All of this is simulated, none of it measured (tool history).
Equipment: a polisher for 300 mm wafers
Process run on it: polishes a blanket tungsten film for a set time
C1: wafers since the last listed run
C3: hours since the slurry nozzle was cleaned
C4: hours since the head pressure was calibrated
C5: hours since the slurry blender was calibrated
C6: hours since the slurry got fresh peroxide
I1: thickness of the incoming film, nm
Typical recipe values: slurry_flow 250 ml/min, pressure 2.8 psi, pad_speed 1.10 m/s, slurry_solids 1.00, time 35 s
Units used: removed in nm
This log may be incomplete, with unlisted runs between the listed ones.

{"run": 1, "hour": 0.0, "slurry_flow": 250, "pressure": 2.8, "pad_speed": 1.1, "slurry_solids": 0.95, "time": 43, "C1": 0, "wafers polished on this pad": 4076, "C3": 661.3, "C4": 716.2, "C5": 639.4, "C6": 391.7, "I1": 809.8, "removed": 163.8}
{"hour": 14.3, "done": "slurry nozzle cleaned"}
{"hour": 75.2, "done": "head pressure recalibrated"}
{"run": 2, "hour": 83.5, "slurry_flow": 250, "pressure": 2.8, "pad_speed": 1.1, "slurry_solids": 1.0, "time": 35, "C1": 690, "wafers polished on this pad": 4767, "C3": 69.2, "C4": 8.3, "C5": 722.9, "C6": 475.2, "I1": 819.6, "removed": 125.5}
{"hour": 123.1, "done": "slurry blender recalibrated"}
{"run": 3, "hour": 126.6, "slurry_flow": 250, "pressure": 2.8, "pad_speed": 1.1, "slurry_solids": 1.0, "time": 35, "C1": 352, "wafers polished on this pad": 5120, "C3": 112.3, "C4": 51.4, "C5": 3.5, "C6": 518.3, "I1": 830.9, "removed": 125.7}
{"run": 4, "hour": 227.6, "slurry_flow": 205, "pressure": 2.8, "pad_speed": 1.1, "slurry_solids": 1.25, "time": 35, "C1": 866, "wafers polished on this pad": 5987, "C3": 213.3, "C4": 152.4, "C5": 104.5, "C6": 619.3, "I1": 821.9, "removed": 133.9}
{"hour": 320.8, "done": "worn pad replaced by a new one"}
{"run": 5, "hour": 333.3, "slurry_flow": 250, "pressure": 2.8, "pad_speed": 1.1, "slurry_solids": 1.0, "time": 35, "C1": 872, "wafers polished on this pad": 106, "C3": 319.0, "C4": 258.1, "C5": 210.2, "C6": 725.0, "I1": 827.6, "removed": 127.5}
{"hour": 364.1, "done": "slurry tank refilled with fresh slurry and peroxide"}
{"run": 6, "hour": 379.8, "slurry_flow": 250, "pressure": 2.8, "pad_speed": 1.1, "slurry_solids": 0.7, "time": 35, "C1": 390, "wafers polished on this pad": 497, "C3": 365.5, "C4": 304.6, "C5": 256.7, "C6": 15.7, "I1": 818.5, "removed": 114.7}
{"run": 7, "hour": 418.9, "slurry_flow": 250, "pressure": 2.8, "pad_speed": 1.36, "slurry_solids": 1.0, "time": 41, "C1": 335, "wafers polished on this pad": 833, "C3": 404.6, "C4": 343.7, "C5": 295.8, "C6": 54.8, "I1": 816.5, "removed": 183.7}
{"run": 8, "hour": 475.5, "slurry_flow": 280, "pressure": 1.9, "pad_speed": 1.24, "slurry_solids": 1.0, "time": 35, "C1": 485, "wafers polished on this pad": 1318, "C3": 461.2, "C4": 400.3, "C5": 352.4, "C6": 111.4, "I1": 812.0, "removed": 114.5}
{"run": 9, "hour": 536.6, "slurry_flow": 290, "pressure": 2.8, "pad_speed": 1.1, "slurry_solids": 1.0, "time": 35, "C1": 524, "wafers polished on this pad": 1843, "C3": 522.3, "C4": 461.4, "C5": 413.5, "C6": 172.5, "I1": 828.0, "removed": 130.6}
{"run": 10, "hour": 619.6, "slurry_flow": 250, "pressure": 3.8, "pad_speed": 0.78, "slurry_solids": 1.0, "time": 44, "C1": 712, "wafers polished on this pad": 2555, "C3": 605.3, "C4": 544.4, "C5": 496.5, "C6": 255.5, "I1": 817.3, "removed": 141.6}
{"run": 11, "hour": 721.1, "slurry_flow": 290, "pressure": 2.8, "pad_speed": 1.1, "slurry_solids": 1.0, "time": 35, "C1": 871, "wafers polished on this pad": 3426, "C3": 706.8, "C4": 645.9, "C5": 598.0, "C6": 357.0, "I1": 818.9, "removed": 136.9}
{"hour": 732.2, "done": "slurry blender recalibrated"}
{"hour": 786.7, "done": "slurry nozzle cleaned"}
{"run": 12, "hour": 800.0, "slurry_flow": 250, "pressure": 2.8, "pad_speed": 1.1, "slurry_solids": 1.0, "time": 35, "C1": 651, "wafers polished on this pad": 4078, "C3": 13.3, "C4": 724.8, "C5": 67.8, "C6": 435.9, "I1": 818.1, "removed": 133.6}
{"hour": 815.8, "done": "head pressure recalibrated"}
{"run": 13, "hour": 891.1, "slurry_flow": 250, "pressure": 2.8, "pad_speed": 0.88, "slurry_solids": 0.85, "time": 29, "C1": 764, "wafers polished on this pad": 4842, "C3": 104.4, "C4": 75.3, "C5": 158.9, "C6": 527.0, "I1": 820.9, "removed": 79.7}
{"run": 14, "hour": 984.4, "slurry_flow": 315, "pressure": 2.8, "pad_speed": 1.38, "slurry_solids": 1.0, "time": 35, "C1": 800, "wafers polished on this pad": 5643, "C3": 197.7, "C4": 168.6, "C5": 252.2, "C6": 620.3, "I1": 823.0, "removed": 164.7}
{"run": 15, "hour": 1053.0, "slurry_flow": 225, "pressure": 2.8, "pad_speed": 0.8, "slurry_solids": 1.15, "time": 35, "C1": 588, "wafers polished on this pad": 6232, "C3": 266.3, "C4": 237.2, "C5": 320.8, "C6": 688.9, "I1": 818.9, "removed": 97.8}
{"hour": 1091.9, "done": "worn pad replaced by a new one"}
{"hour": 1112.3, "done": "slurry tank refilled with fresh slurry and peroxide"}
{"run": 16, "hour": 1146.9, "slurry_flow": 250, "pressure": 2.0, "pad_speed": 1.1, "slurry_solids": 1.0, "time": 35, "C1": 763, "wafers polished on this pad": 463, "C3": 360.2, "C4": 331.1, "C5": 414.7, "C6": 34.6, "I1": 834.5, "removed": 107.1}
{"run": 17, "hour": 1198.5, "slurry_flow": 250, "pressure": 3.3, "pad_speed": 1.0, "slurry_solids": 0.8, "time": 30, "C1": 442, "wafers polished on this pad": 906, "C3": 411.8, "C4": 382.7, "C5": 466.3, "C6": 86.2, "I1": 830.8, "removed": 103.8}
{"run": 18, "hour": 1289.2, "slurry_flow": 250, "pressure": 2.8, "pad_speed": 1.1, "slurry_solids": 1.0, "time": 35, "C1": 778, "wafers polished on this pad": 1684, "C3": 502.5, "C4": 473.4, "C5": 557.0, "C6": 176.9, "I1": 829.2, "removed": 133.2}
{"hour": 1369.7, "done": "slurry blender recalibrated"}
{"run": 19, "hour": 1371.9, "slurry_flow": 250, "pressure": 2.8, "pad_speed": 1.1, "slurry_solids": 1.0, "time": 35, "C1": 692, "wafers polished on this pad": 2377, "C3": 585.2, "C4": 556.1, "C5": 2.2, "C6": 259.6, "I1": 831.6, "removed": 134.3}
{"run": 20, "hour": 1420.2, "slurry_flow": 300, "pressure": 2.4, "pad_speed": 1.26, "slurry_solids": 1.0, "time": 47, "C1": 414, "wafers polished on this pad": 2791, "C3": 633.5, "C4": 604.4, "C5": 50.5, "C6": 307.9, "I1": 813.4, "removed": 190.5}

Run 21 comes next. What will it give?
{"run": 21, "hour": 1478.1, "slurry_flow": 180, "pressure": 3.7, "pad_speed": 0.94, "slurry_solids": 1.15, "time": 35, "C1": 496, "wafers polished on this pad": 3288, "C3": 691.4, "C4": 662.3, "C5": 108.4, "C6": 365.8, "I1": 833.4, "removed": "?"}

removed: 142.1 nm
With no hidden state in the tool, this same run would have given removed 133.7 nm.

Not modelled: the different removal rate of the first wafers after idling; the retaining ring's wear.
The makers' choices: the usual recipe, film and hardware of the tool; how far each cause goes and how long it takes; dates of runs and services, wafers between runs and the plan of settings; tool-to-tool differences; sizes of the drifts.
